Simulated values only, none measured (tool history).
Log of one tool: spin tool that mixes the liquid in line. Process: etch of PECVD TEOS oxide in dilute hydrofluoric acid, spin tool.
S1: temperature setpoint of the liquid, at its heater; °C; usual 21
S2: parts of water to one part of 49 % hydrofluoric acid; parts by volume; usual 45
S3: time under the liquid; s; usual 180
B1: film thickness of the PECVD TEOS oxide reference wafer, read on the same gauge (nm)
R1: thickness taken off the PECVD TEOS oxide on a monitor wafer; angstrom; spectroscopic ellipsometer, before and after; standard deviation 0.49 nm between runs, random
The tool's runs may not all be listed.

run,hour,S1,S2,S3,B1,R1
1,0,21,45,180,140,562.9
2,16.3,21,45,180,140.02,561.5
3,25.1,21,45,180,140.01,563.5
4,39.3,21,45,95,139.99,295.6
5,52.3,21,45,95,140,300.3
6,67,21,45,95,140,298.9
7,83.6,21,60,180,139.99,413.6
8,91.2,21,45,180,139.99,558.1
9,100.1,21,45,180,140,554.9
10,117.9,21,45,180,139.98,554.9
11,128.1,21,40,180,140.01,644.7
12,134.4,21,40,180,139.96,628.1
13,147.5,21,45,180,140,559.1
14,154.9,21,45,180,139.98,559.4
15,164.7,21,45,180,140.02,563.6
16,177.4,21,60,180,139.98,419.1
17,183.6,21,45,180,140.02,563.1
18,198.4,18.5,45,180,140,503
19,210.2,18,55,265,140.02,591.4
20,217.8,22.5,50,145,140,423.8
21,231.3,21,45,180,140,561.6
22,243.6,21,50,225,139.99,622.2
23,266.3,21,45,215,140,674.8
24,318,21,45,180,139.97,557.9
25,325.5,21,45,130,139.99,409.9
26,338.5,24,60,145,140.03,376.5
27,349.3,21,45,180,140,558.2
28,365.4,24,45,250,140.01,883.8
29,382.2,18,45,235,140.04,642
30,395.8,17.5,45,180,139.98,483.5
31,435.6,19.5,45,120,139.97,345.1
32,444,21,45,140,140.03,433.7
33,454.2,21,45,180,139.99,561
34,471.4,21,45,180,139.98,561.9

Between the runs listed above, the log contained 3 entries, not reproduced here. Where in the sequence does each belong, and how does what the log doesn't record of the tool's condition differ from the listed run before to the listed run after?
In the gap between runs 14 and 15: gauge calibrated (hour 158.5)
  the hidden state is the same at both runs
In the gap between runs 23 and 24: thermometer replaced (hour 316.3)
  the hidden state is the same at both runs
In the gap between runs 27 and 28: hydrofluoric acid flow meter replaced (hour 363.2)
  the hidden state is the same at both runs

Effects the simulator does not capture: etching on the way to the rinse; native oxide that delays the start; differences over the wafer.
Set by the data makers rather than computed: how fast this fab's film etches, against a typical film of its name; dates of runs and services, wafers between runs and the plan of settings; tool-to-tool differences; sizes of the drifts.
